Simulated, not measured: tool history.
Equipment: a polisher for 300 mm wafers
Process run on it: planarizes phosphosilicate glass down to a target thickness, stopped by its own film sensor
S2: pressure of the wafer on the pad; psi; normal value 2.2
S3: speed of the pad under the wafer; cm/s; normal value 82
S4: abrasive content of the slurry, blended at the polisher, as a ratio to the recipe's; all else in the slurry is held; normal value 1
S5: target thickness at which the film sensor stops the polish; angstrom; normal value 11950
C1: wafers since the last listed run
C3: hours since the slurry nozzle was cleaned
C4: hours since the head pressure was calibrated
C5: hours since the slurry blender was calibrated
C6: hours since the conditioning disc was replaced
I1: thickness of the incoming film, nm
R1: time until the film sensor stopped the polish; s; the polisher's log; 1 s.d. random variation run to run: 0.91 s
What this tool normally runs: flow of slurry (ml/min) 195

run 1 hour=0 | flow_of_slurry_(ml/min)=195 S2=2.2 S3=82 S4=1.25 S5=11950 | C1=0 wafers_polished_on_this_pad=2042 C3=318.4 C4=1235.5 C5=386.2 C6=124.3 | I1=1659.3 | R1=77.9
-- hour=22.8 head pressure recalibrated
-- hour=27.7 slurry blender recalibrated
run 2 hour=66.9 | flow_of_slurry_(ml/min)=195 S2=2.2 S3=82 S4=0.8 S5=11950 | C1=422 wafers_polished_on_this_pad=2464 C3=385.3 C4=44.1 C5=39.2 C6=191.2 | I1=1670.8 | R1=103.6
run 3 hour=112.4 | flow_of_slurry_(ml/min)=195 S2=2.2 S3=82 S4=0.8 S5=11950 | C1=305 wafers_polished_on_this_pad=2769 C3=430.8 C4=89.6 C5=84.7 C6=236.7 | I1=1640.2 | R1=99.1
-- hour=140 worn pad replaced by a new one
run 4 hour=157.9 | flow_of_slurry_(ml/min)=225 S2=2.2 S3=82 S4=1 S5=11950 | C1=278 wafers_polished_on_this_pad=120 C3=476.3 C4=135.1 C5=130.2 C6=282.2 | I1=1662.6 | R1=86.8
-- hour=186.4 slurry nozzle cleaned
run 5 hour=187.2 | flow_of_slurry_(ml/min)=225 S2=2.2 S3=82 S4=1 S5=11950 | C1=189 wafers_polished_on_this_pad=309 C3=0.8 C4=164.4 C5=159.5 C6=311.5 | I1=1651.2 | R1=84.5
run 6 hour=245 | flow_of_slurry_(ml/min)=195 S2=2.2 S3=62 S4=1 S5=11950 | C1=387 wafers_polished_on_this_pad=697 C3=58.6 C4=222.2 C5=217.3 C6=369.3 | I1=1677.1 | R1=110.8
-- hour=278.3 conditioning disc replaced and pad reconditioned
run 7 hour=279.3 | flow_of_slurry_(ml/min)=195 S2=1.5 S3=64 S4=0.9 S5=11950 | C1=216 wafers_polished_on_this_pad=914 C3=92.9 C4=256.5 C5=251.6 C6=1 | I1=1677.6 | R1=158.6
run 8 hour=305.2 | flow_of_slurry_(ml/min)=245 S2=1.6 S3=58 S4=0.7 S5=11950 | C1=173 wafers_polished_on_this_pad=1088 C3=118.8 C4=282.4 C5=277.5 C6=26.9 | I1=1682.6 | R1=192.1
run 9 hour=333.5 | flow_of_slurry_(ml/min)=195 S2=2.2 S3=82 S4=1.2 S5=10390 | C1=189 wafers_polished_on_this_pad=1278 C3=147.1 C4=310.7 C5=305.8 C6=55.2 | I1=1636.1 | R1=102.8
run 10 hour=367.5 | flow_of_slurry_(ml/min)=195 S2=2.2 S3=62 S4=1 S5=11950 | C1=228 wafers_polished_on_this_pad=1506 C3=181.1 C4=344.7 C5=339.8 C6=89.2 | I1=1683.1 | R1=111
run 11 hour=402.1 | flow_of_slurry_(ml/min)=195 S2=2.2 S3=108 S4=1 S5=10670 | C1=232 wafers_polished_on_this_pad=1738 C3=215.7 C4=379.3 C5=374.4 C6=123.8 | I1=1659.7 | R1=90.6
-- hour=439.5 slurry blender recalibrated
run 12 hour=462.9 | flow_of_slurry_(ml/min)=195 S2=2.2 S3=82 S4=1.25 S5=10380 | C1=394 wafers_polished_on_this_pad=2133 C3=276.5 C4=440.1 C5=23.4 C6=184.6 | I1=1660.3 | R1=105.2
run 13 hour=506.2 | flow_of_slurry_(ml/min)=195 S2=2.2 S3=90 S4=0.8 S5=11950 | C1=290 wafers_polished_on_this_pad=2423 C3=319.8 C4=483.4 C5=66.7 C6=227.9 | I1=1633.7 | R1=89.6
run 14 hour=566.6 | flow_of_slurry_(ml/min)=195 S2=2.2 S3=82 S4=1 S5=11950 | C1=405 wafers_polished_on_this_pad=2829 C3=380.2 C4=543.8 C5=127.1 C6=288.3 | I1=1642.4 | R1=82.7
-- hour=579.1 worn pad replaced by a new one
run 15 hour=642.6 | flow_of_slurry_(ml/min)=195 S2=2.2 S3=82 S4=1 S5=10440 | C1=483 wafers_polished_on_this_pad=426 C3=456.2 C4=619.8 C5=203.1 C6=364.3 | I1=1668.7 | R1=118.1
run 16 hour=669.4 | flow_of_slurry_(ml/min)=240 S2=2.6 S3=82 S4=1 S5=11950 | C1=179 wafers_polished_on_this_pad=606 C3=483 C4=646.6 C5=229.9 C6=391.1 | I1=1647 | R1=71.4
-- hour=685.1 conditioning disc replaced and pad reconditioned
run 17 hour=711.5 | flow_of_slurry_(ml/min)=245 S2=2.2 S3=82 S4=0.9 S5=13360 | C1=269 wafers_polished_on_this_pad=875 C3=525.1 C4=688.7 C5=272 C6=26.4 | I1=1681.4 | R1=66.7
-- hour=730.4 slurry nozzle cleaned
run 18 hour=780.7 | flow_of_slurry_(ml/min)=195 S2=2.2 S3=82 S4=1 S5=11090 | C1=457 wafers_polished_on_this_pad=1332 C3=50.3 C4=757.9 C5=341.2 C6=95.6 | I1=1651.5 | R1=100.5
run 19 hour=806.3 | flow_of_slurry_(ml/min)=195 S2=2.2 S3=82 S4=1 S5=11950 | C1=171 wafers_polished_on_this_pad=1504 C3=75.9 C4=783.5 C5=366.8 C6=121.2 | I1=1658.9 | R1=87.8
-- hour=930.6 slurry blender recalibrated
-- hour=995.9 worn pad replaced by a new one
run 20 hour=1008 | flow_of_slurry_(ml/min)=195 S2=2.2 S3=82 S4=0.8 S5=12510 | C1=1313 wafers_polished_on_this_pad=81 C3=277.6 C4=985.2 C5=77.4 C6=322.9 | I1=1632.2 | R1=83.4
run 21 hour=1043.4 | flow_of_slurry_(ml/min)=195 S2=1.7 S3=82 S4=1 S5=11950 | C1=237 wafers_polished_on_this_pad=318 C3=313 C4=1020.6 C5=112.8 C6=358.3 | I1=1663.4 | R1=108.7
run 22 hour=1073.3 | flow_of_slurry_(ml/min)=195 S2=2.2 S3=82 S4=1 S5=11950 | C1=200 wafers_polished_on_this_pad=519 C3=342.9 C4=1050.5 C5=142.7 C6=388.2 | I1=1672.1 | R1=89
-- hour=1126.3 conditioning disc replaced and pad reconditioned
run 23 hour=1126.8 | flow_of_slurry_(ml/min)=195 S2=2.2 S3=82 S4=0.8 S5=10730 | C1=345 wafers_polished_on_this_pad=865 C3=396.4 C4=1104 C5=196.2 C6=0.5 | I1=1659.5 | R1=129.2
run 24 hour=1158.5 | flow_of_slurry_(ml/min)=195 S2=2.7 S3=82 S4=0.85 S5=13150 | C1=212 wafers_polished_on_this_pad=1077 C3=428.1 C4=1135.7 C5=227.9 C6=32.2 | I1=1682.6 | R1=65.3
run 25 hour=1223.1 | flow_of_slurry_(ml/min)=195 S2=2.2 S3=82 S4=1 S5=11160 | C1=433 wafers_polished_on_this_pad=1511 C3=492.7 C4=1200.3 C5=292.5 C6=96.8 | I1=1685.9 | R1=106.5
-- hour=1250.8 slurry nozzle cleaned
run 26 hour=1274.8 | flow_of_slurry_(ml/min)=240 S2=2.2 S3=82 S4=1.25 S5=11950 | C1=340 wafers_polished_on_this_pad=1851 C3=24 C4=1252 C5=344.2 C6=148.5 | I1=1669.8 | R1=76.4

How the hidden state differs across the entries between the runs, from the last listed run before each to the first after it:
From run 1 to run 2: head pressure recalibrated (hour 22.8); slurry blender recalibrated (hour 27.7)
  nothing in the hidden state changes from one run to the other
From run 3 to run 4: worn pad replaced by a new one (hour 140)
  nothing in the hidden state changes from one run to the other
From run 4 to run 5: slurry nozzle cleaned (hour 186.4)
  nothing in the hidden state changes from one run to the other
From run 6 to run 7: conditioning disc replaced and pad reconditioned (hour 278.3)
  nothing in the hidden state changes from one run to the other
From run 11 to run 12: slurry blender recalibrated (hour 439.5)
  nothing in the hidden state changes from one run to the other
From run 14 to run 15: worn pad replaced by a new one (hour 579.1)
  nothing in the hidden state changes from one run to the other
From run 16 to run 17: conditioning disc replaced and pad reconditioned (hour 685.1)
  nothing in the hidden state changes from one run to the other
From run 17 to run 18: slurry nozzle cleaned (hour 730.4)
  nothing in the hidden state changes from one run to the other
From run 19 to run 20: slurry blender recalibrated (hour 930.6); worn pad replaced by a new one (hour 995.9)
  nothing in the hidden state changes from one run to the other
From run 22 to run 23: conditioning disc replaced and pad reconditioned (hour 1126.3)
  nothing in the hidden state changes from one run to the other
From run 25 to run 26: slurry nozzle cleaned (hour 1250.8)
  nothing in the hidden state changes from one run to the other

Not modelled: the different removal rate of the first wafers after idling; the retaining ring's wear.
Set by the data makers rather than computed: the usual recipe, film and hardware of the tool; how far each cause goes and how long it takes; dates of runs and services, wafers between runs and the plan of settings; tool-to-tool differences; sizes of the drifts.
